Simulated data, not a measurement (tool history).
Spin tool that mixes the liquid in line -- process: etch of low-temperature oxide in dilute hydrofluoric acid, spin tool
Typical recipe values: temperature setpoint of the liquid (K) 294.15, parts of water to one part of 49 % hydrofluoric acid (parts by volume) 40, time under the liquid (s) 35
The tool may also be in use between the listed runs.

run	day	temperature setpoint of the liquid (K)	parts of water to one part of 49 % hydrofluoric acid (parts by volume)	time under the liquid (s)	wafers since the last listed run	hours since the thermometer was replaced	hours since the hydrofluoric acid flow meter was replaced	hours since the gauge calibration	read-back film thickness of the low-temperature oxide reference wafer, read on the same gauge (nm)	thickness taken off the low-temperature oxide on a monitor wafer (angstrom)
1	0.000	292.15	40	35	0	988.9	972.6	9.1	119.99	283.7
2	0.675	292.15	40	35	287	1005.1	988.8	25.3	120.00	280.7
3	2.675	292.15	40	35	852	1053.1	1036.8	73.3	119.99	286.5
4	3.967	294.15	30	20	550	1084.1	1067.8	104.3	119.98	238.8
5	5.150	294.15	30	20	504	1112.5	1096.2	132.7	119.99	238.0
6	5.650	294.15	40	35	213	1124.5	1108.2	144.7	120.00	309.2
7	6.250	294.15	40	35	255	1138.9	1122.6	159.1	120.02	308.1
# day 6.612: thermometer replaced
8	6.967	294.15	40	35	287	8.5	1139.8	176.3	120.00	283.7
# day 8.429: hydrofluoric acid flow meter replaced
9	8.446	294.15	40	35	613	44.0	0.4	211.8	120.02	283.5
10	9.238	294.15	40	35	337	63.0	19.4	230.8	120.00	281.8
11	10.092	297.65	35	35	364	83.5	39.9	251.3	120.01	383.1
# day 10.733: gauge calibrated
12	10.742	294.15	40	35	277	99.1	55.5	0.2	119.99	288.4
13	11.600	294.15	40	35	366	119.7	76.1	20.8	119.99	285.9
14	12.446	291.15	25	45	360	140.0	96.4	41.1	120.01	525.7
15	13.629	292.65	50	30	504	168.4	124.8	69.5	119.99	182.5
16	14.346	297.65	45	20	305	185.6	142.0	86.7	120.01	167.7
17	15.704	291.15	50	35	579	218.2	174.6	119.3	120.01	203.1
18	19.600	290.15	35	35	1661	311.7	268.1	212.8	120.02	281.1
19	20.162	294.15	40	35	239	325.2	281.6	226.3	120.00	291.0

Run 20 is up next; what results do you expect?
20	21.083	294.15	35	35	392	347.3	303.7	248.4	?	?

{"run 20": {"read-back film thickness of the low-temperature oxide reference wafer, read on the same gauge (nm)": 119.99, "thickness taken off the low-temperature oxide on a monitor wafer (angstrom)": 336.5}}
Had the tool carried no hidden state, the very same run would have given thickness taken off the low-temperature oxide on a monitor wafer (angstrom) 327.2.
